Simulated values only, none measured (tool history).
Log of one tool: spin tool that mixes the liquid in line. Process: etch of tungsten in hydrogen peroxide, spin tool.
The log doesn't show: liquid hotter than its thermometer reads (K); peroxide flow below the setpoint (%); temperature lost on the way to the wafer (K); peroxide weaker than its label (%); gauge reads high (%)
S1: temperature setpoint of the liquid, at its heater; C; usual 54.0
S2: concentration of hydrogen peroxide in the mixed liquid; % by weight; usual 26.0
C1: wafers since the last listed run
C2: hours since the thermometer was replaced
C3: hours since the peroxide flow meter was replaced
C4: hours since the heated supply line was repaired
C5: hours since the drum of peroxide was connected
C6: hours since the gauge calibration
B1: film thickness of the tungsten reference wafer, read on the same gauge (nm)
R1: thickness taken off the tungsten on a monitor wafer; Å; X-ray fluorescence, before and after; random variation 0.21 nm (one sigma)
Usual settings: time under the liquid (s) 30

Run 1, hour 0.0: usual settings but S2 29.5 % by weight; C1 0; C2 1546.5; C3 306.3; C4 1398.3; C5 708.7; C6 819.2; B1 147.05. Result: R1 666.9 Å.
Run 2, hour 64.6: usual settings; C1 505; C2 1611.1; C3 370.9; C4 1462.9; C5 773.3; C6 883.8; B1 146.92. Result: R1 627.1 Å.
At hour 104.0: peroxide flow meter replaced.
Run 3, hour 120.2: usual settings; C1 427; C2 1666.7; C3 16.2; C4 1518.5; C5 828.9; C6 939.4; B1 146.81. Result: R1 625.1 Å.
Run 4, hour 163.7: usual settings but S2 24.5 % by weight; C1 340; C2 1710.2; C3 59.7; C4 1562.0; C5 872.4; C6 982.9; B1 146.80. Result: R1 605.0 Å.
Run 5, hour 203.1: usual settings but S2 24.5 % by weight; C1 308; C2 1749.6; C3 99.1; C4 1601.4; C5 911.8; C6 1022.3; B1 146.74. Result: R1 605.4 Å.
Run 6, hour 249.5: usual settings but S2 24.5 % by weight; C1 362; C2 1796.0; C3 145.5; C4 1647.8; C5 958.2; C6 1068.7; B1 146.71. Result: R1 610.7 Å.
Run 7, hour 286.0: usual settings; C1 285; C2 1832.5; C3 182.0; C4 1684.3; C5 994.7; C6 1105.2; B1 146.69. Result: R1 621.5 Å.
At hour 312.7: heated supply line repaired.
Run 8, hour 353.3: usual settings; C1 518; C2 1899.8; C3 249.3; C4 40.6; C5 1062.0; C6 1172.5; B1 146.63. Result: R1 623.7 Å.
Run 9, hour 422.1: usual settings; C1 538; C2 1968.6; C3 318.1; C4 109.4; C5 1130.8; C6 1241.3; B1 146.55. Result: R1 618.9 Å.
Run 10, hour 472.2: usual settings but S1 46.5 C, S2 30.0 % by weight, time under the liquid (s) 35; C1 391; C2 2018.7; C3 368.2; C4 159.5; C5 1180.9; C6 1291.4; B1 146.51. Result: R1 492.9 Å.
At hour 516.5: new drum of peroxide connected.
At hour 520.1: peroxide flow meter replaced.
Run 11, hour 529.8: usual settings; C1 434; C2 2076.3; C3 9.7; C4 217.1; C5 13.3; C6 1349.0; B1 146.48. Result: R1 625.2 Å.
Run 12, hour 589.0: usual settings but S1 61.0 C, S2 30.0 % by weight, time under the liquid (s) 50; C1 463; C2 2135.5; C3 68.9; C4 276.3; C5 72.5; C6 1408.2; B1 146.45. Result: R1 1685.2 Å.
Run 13, hour 659.7: usual settings but S2 30.0 % by weight; C1 553; C2 2206.2; C3 139.6; C4 347.0; C5 143.2; C6 1478.9; B1 146.44. Result: R1 667.4 Å.
At hour 670.2: gauge calibrated.
Run 14, hour 697.8: usual settings but S1 61.0 C, S2 30.0 % by weight, time under the liquid (s) 50; C1 298; C2 2244.3; C3 177.7; C4 385.1; C5 181.3; C6 27.6; B1 149.92. Result: R1 1716.9 Å.
Run 15, hour 772.2: usual settings but S1 59.0 C; C1 582; C2 2318.7; C3 252.1; C4 459.5; C5 255.7; C6 102.0; B1 149.43. Result: R1 854.8 Å.
Run 16, hour 799.8: usual settings; C1 215; C2 2346.3; C3 279.7; C4 487.1; C5 283.3; C6 129.6; B1 149.21. Result: R1 636.9 Å.
Run 17, hour 889.5: usual settings but S1 57.0 C, S2 18.0 % by weight, time under the liquid (s) 25; C1 701; C2 2436.0; C3 369.4; C4 576.8; C5 373.0; C6 219.3; B1 148.68. Result: R1 525.4 Å.
Run 18, hour 953.9: usual settings; C1 503; C2 2500.4; C3 433.8; C4 641.2; C5 437.4; C6 283.7; B1 148.30. Result: R1 633.2 Å.
At hour 979.1: peroxide flow meter replaced.
Run 19, hour 979.6: usual settings but S1 46.5 C; C1 193; C2 2526.1; C3 0.5; C4 666.9; C5 463.1; C6 309.4; B1 148.22. Result: R1 400.8 Å.
At hour 1016.7: thermometer replaced.
Run 20, hour 1036.0: usual settings; C1 433; C2 19.3; C3 56.9; C4 723.3; C5 519.5; C6 365.8; B1 147.98. Result: R1 629.6 Å.
Run 21, hour 1103.0: usual settings but S1 58.0 C, S2 30.0 % by weight, time under the liquid (s) 20; C1 524; C2 86.3; C3 123.9; C4 790.3; C5 586.5; C6 432.8; B1 147.73. Result: R1 570.7 Å.
Run 22, hour 1157.5: usual settings but S2 28.5 % by weight, time under the liquid (s) 40; C1 426; C2 140.8; C3 178.4; C4 844.8; C5 641.0; C6 487.3; B1 147.58. Result: R1 870.7 Å.
Run 23, hour 1194.4: usual settings; C1 288; C2 177.7; C3 215.3; C4 881.7; C5 677.9; C6 524.2; B1 147.46. Result: R1 624.9 Å.
Run 24, hour 1237.1: usual settings but S1 59.5 C, S2 30.0 % by weight, time under the liquid (s) 35; C1 334; C2 220.4; C3 258.0; C4 924.4; C5 720.6; C6 566.9; B1 147.28. Result: R1 1085.6 Å.
Run 25, hour 1291.2: usual settings but S1 45.5 C, S2 30.0 % by weight, time under the liquid (s) 40; C1 423; C2 274.5; C3 312.1; C4 978.5; C5 774.7; C6 621.0; B1 147.12. Result: R1 532.5 Å.
At hour 1395.7: peroxide flow meter replaced.
Run 26, hour 1458.4: usual settings but S1 47.0 C, S2 23.5 % by weight, time under the liquid (s) 45; C1 1300; C2 441.7; C3 62.7; C4 1145.7; C5 941.9; C6 788.2; B1 146.82. Result: R1 581.3 Å.

Forecast each of these 4 alternatives for the next run:
Run A, hour 1458.8: usual settings; C1 3; C2 442.1; C3 63.1; C4 1146.1; C5 942.3; C6 788.6; B1 ?. Result: R1 ?.
Run B, hour 1458.8: usual settings but S1 45.0 C, S2 30.0 % by weight, time under the liquid (s) 50; C1 3; C2 442.1; C3 63.1; C4 1146.1; C5 942.3; C6 788.6; B1 ?. Result: R1 ?.
Run C, hour 1458.8: usual settings but S1 59.0 C, time under the liquid (s) 40; C1 3; C2 442.1; C3 63.1; C4 1146.1; C5 942.3; C6 788.6; B1 ?. Result: R1 ?.
Run D, hour 1458.8: usual settings but S1 48.5 C, S2 30.0 % by weight, time under the liquid (s) 45; C1 3; C2 442.1; C3 63.1; C4 1146.1; C5 942.3; C6 788.6; B1 ?. Result: R1 ?.

run      B1      R1
  A  146.84   623.6
  B  146.84   642.9
  C  146.84  1115.3
  D  146.84   719.8
Without the tool's hidden state the same runs would have given:
run      R1
  A   637.1
  B   656.8
  C  1139.4
  D   735.3
